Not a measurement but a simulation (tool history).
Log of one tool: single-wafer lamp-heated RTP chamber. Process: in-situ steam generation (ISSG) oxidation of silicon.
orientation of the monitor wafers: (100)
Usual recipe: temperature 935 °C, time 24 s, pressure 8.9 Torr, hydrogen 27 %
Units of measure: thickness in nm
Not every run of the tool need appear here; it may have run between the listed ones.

run	hour	temperature	time	pressure	hydrogen	wafers since the last listed run	wafers since the last pyrometer calibration	hours since the pressure gauge was zeroed	hours since the hydrogen flow controller was replaced	hours since the gauge calibration	read-back reference wafer on the same gauge, thickness	thickness
1	0.0	935	24	8.9	27	0	1359	5062.2	3094.0	20.3	4.436	5.166
2	15.3	942	24	8.9	27	201	1561	5077.5	3109.3	35.6	4.438	5.368
# hour 24.3: pyrometer window cleaned and pyrometer calibrated
3	30.5	935	24	9.5	27	94	81	5092.7	3124.5	50.8	4.430	5.123
4	60.2	935	24	9.5	27	391	473	5122.4	3154.2	80.5	4.435	5.098
5	87.7	935	24	9.5	27	362	835	5149.9	3181.7	108.0	4.435	5.126
6	109.8	935	24	8.9	27	291	1126	5172.0	3203.8	130.1	4.439	5.146
# hour 149.8: pyrometer window cleaned and pyrometer calibrated
7	193.0	935	24	8.9	27	990	568	5255.2	3287.0	213.3	4.433	5.194
8	226.7	935	24	8.9	27	443	1012	5288.9	3320.7	247.0	4.438	5.157
9	251.3	935	24	8.9	27	324	1336	5313.5	3345.3	271.6	4.437	5.194
# hour 262.7: pressure gauge zeroed
# hour 286.7: pyrometer window cleaned and pyrometer calibrated
10	287.2	935	24	8.9	27	262	7	24.5	3381.2	307.5	4.444	5.116
11	312.4	935	24	8.9	27	331	339	49.7	3406.4	332.7	4.437	5.146
12	333.0	954	24	8.9	27	271	610	70.3	3427.0	353.3	4.443	5.450
13	359.2	935	19	8.9	27	345	955	96.5	3453.2	379.5	4.438	4.713
14	377.3	923	33	8.9	20	238	1194	114.6	3471.3	397.6	4.440	5.372
15	397.1	935	24	9.6	27	260	1454	134.4	3491.1	417.4	4.451	5.143
# hour 406.1: pyrometer window cleaned and pyrometer calibrated
# hour 406.8: gauge calibrated
16	424.2	949	33	8.9	27	251	239	161.5	3518.2	17.4	4.436	6.158
# hour 438.2: hydrogen flow controller replaced
17	458.3	935	24	8.9	27	343	582	195.6	20.1	51.5	4.443	5.151
18	484.1	920	24	8.9	27	339	922	221.4	45.9	77.3	4.445	4.964
19	509.3	935	14	8.9	27	331	1254	246.6	71.1	102.5	4.440	4.271
# hour 550.9: pyrometer window cleaned and pyrometer calibrated
20	551.4	945	24	8.9	30	449	6	288.7	113.2	144.6	4.440	5.424
21	568.1	935	24	8.9	20	220	226	305.4	129.9	161.3	4.446	4.795
22	597.0	935	24	10.2	22	380	606	334.3	158.8	190.2	4.437	4.825
23	611.0	935	24	8.9	27	184	791	348.3	172.8	204.2	4.435	5.207

Each row is a separate what-if for the run after 23, all from the same tool condition, not one after another. Results?
A	611.4	935	24	8.9	27	5	796	348.7	173.2	204.6	?	?
B	611.4	935	16	8.9	27	5	796	348.7	173.2	204.6	?	?
C	611.4	935	29	8.9	21	5	796	348.7	173.2	204.6	?	?
D	611.4	935	24	7.8	32	5	796	348.7	173.2	204.6	?	?
E	611.4	924	27	7.7	19	5	796	348.7	173.2	204.6	?	?

run	read-back reference wafer on the same gauge, thickness	thickness
A	4.445	5.189
B	4.445	4.441
C	4.445	5.316
D	4.445	5.474
E	4.445	4.907
With no hidden state in the tool, these same runs would have given:
run	thickness
A	5.161
B	4.421
C	5.285
D	5.444
E	4.881

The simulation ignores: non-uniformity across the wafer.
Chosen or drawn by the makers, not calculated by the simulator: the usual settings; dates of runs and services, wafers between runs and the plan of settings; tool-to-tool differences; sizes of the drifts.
